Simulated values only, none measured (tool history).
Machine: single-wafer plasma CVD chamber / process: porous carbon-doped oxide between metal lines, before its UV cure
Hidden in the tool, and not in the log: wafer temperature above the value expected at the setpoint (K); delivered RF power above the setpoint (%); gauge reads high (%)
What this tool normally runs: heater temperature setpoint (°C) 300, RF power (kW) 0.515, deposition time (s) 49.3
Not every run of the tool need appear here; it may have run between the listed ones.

run	hour	heater temperature setpoint (°C)	RF power (kW)	deposition time (s)	wafers since the last listed run	hours since the last thermocouple change	hours since the last RF generator calibration	hours since the showerhead was replaced	hours since the gauge calibration	read-back reference wafer on the same gauge, thickness_nm	mean film thickness on the monitor wafer (angstrom)
1	0.0	300	0.515	49.3	0	1356.4	606.9	2943.8	41.7	279.279	2416.01
2	44.6	300	0.515	49.3	958	1401.0	651.5	2988.4	86.3	279.264	2413.26
3	142.0	300	0.515	49.3	2092	1498.4	748.9	3085.8	183.7	278.768	2408.27
4	188.6	300	0.515	49.3	1001	1545.0	795.5	3132.4	230.3	278.577	2413.15
5	253.3	307	0.515	49.3	1390	1609.7	860.2	3197.1	295.0	278.069	2325.02
6	301.2	300	0.515	49.3	1029	1657.6	908.1	3245.0	342.9	277.800	2395.86
7	349.3	300	0.515	49.3	1033	1705.7	956.2	3293.1	391.0	277.622	2417.69
8	387.0	300	0.515	49.3	810	1743.4	993.9	3330.8	428.7	277.351	2410.24
9	489.5	300	0.515	49.3	2202	1845.9	1096.4	3433.3	531.2	276.632	2395.45
# hour 523.7: showerhead replaced
10	559.6	300	0.515	49.3	1334	1916.0	1166.5	35.9	601.3	276.616	2379.08
11	646.4	300	0.515	49.3	1864	2002.8	1253.3	122.7	688.1	276.072	2407.17
12	709.3	300	0.430	49.3	1351	2065.7	1316.2	185.6	751.0	275.709	2084.96
13	764.8	300	0.515	49.3	1192	2121.2	1371.7	241.1	806.5	275.605	2390.20
# hour 778.6: thermocouple changed; heater temperature recalibrated
14	808.3	313	0.515	49.3	762	29.7	1415.2	284.6	850.0	275.245	2223.47
15	907.4	300	0.555	49.3	2129	128.8	1514.3	383.7	949.1	274.676	2504.77
# hour 921.8: RF generator calibrated
# hour 955.4: gauge calibrated
16	965.1	308	0.515	49.3	1067	186.5	43.3	441.4	9.7	280.631	2326.53
17	1023.8	295	0.480	49.3	1261	245.2	102.0	500.1	68.4	280.135	2389.43
18	1122.2	287	0.420	45.1	2114	343.6	200.4	598.5	166.8	279.576	2054.68
19	1187.8	295	0.410	42.7	1409	409.2	266.0	664.1	232.4	279.172	1822.93
20	1274.5	300	0.515	49.3	1862	495.9	352.7	750.8	319.1	279.035	2411.42
21	1352.5	300	0.515	49.3	1675	573.9	430.7	828.8	397.1	278.618	2425.28
22	1442.4	300	0.515	49.3	1931	663.8	520.6	918.7	487.0	278.076	2415.35

Each row is a separate what-if for the run after 22, all from the same tool condition, not one after another. Results?
A	1442.8	300	0.515	52.4	8	664.2	521.0	919.1	487.4	?	?
B	1442.8	312	0.610	52.4	8	664.2	521.0	919.1	487.4	?	?
C	1442.8	300	0.595	46.5	8	664.2	521.0	919.1	487.4	?	?
D	1442.8	293	0.615	54.7	8	664.2	521.0	919.1	487.4	?	?

run	read-back reference wafer on the same gauge, thickness_nm	mean film thickness on the monitor wafer (angstrom)
A	277.931	2550.73
B	277.931	2691.30
C	277.931	2505.50
D	277.931	3121.98
What these runs would have given with no unlogged condition in the tool:
run	mean film thickness on the monitor wafer (angstrom)
A	2567.12
B	2708.59
C	2521.60
D	3142.04

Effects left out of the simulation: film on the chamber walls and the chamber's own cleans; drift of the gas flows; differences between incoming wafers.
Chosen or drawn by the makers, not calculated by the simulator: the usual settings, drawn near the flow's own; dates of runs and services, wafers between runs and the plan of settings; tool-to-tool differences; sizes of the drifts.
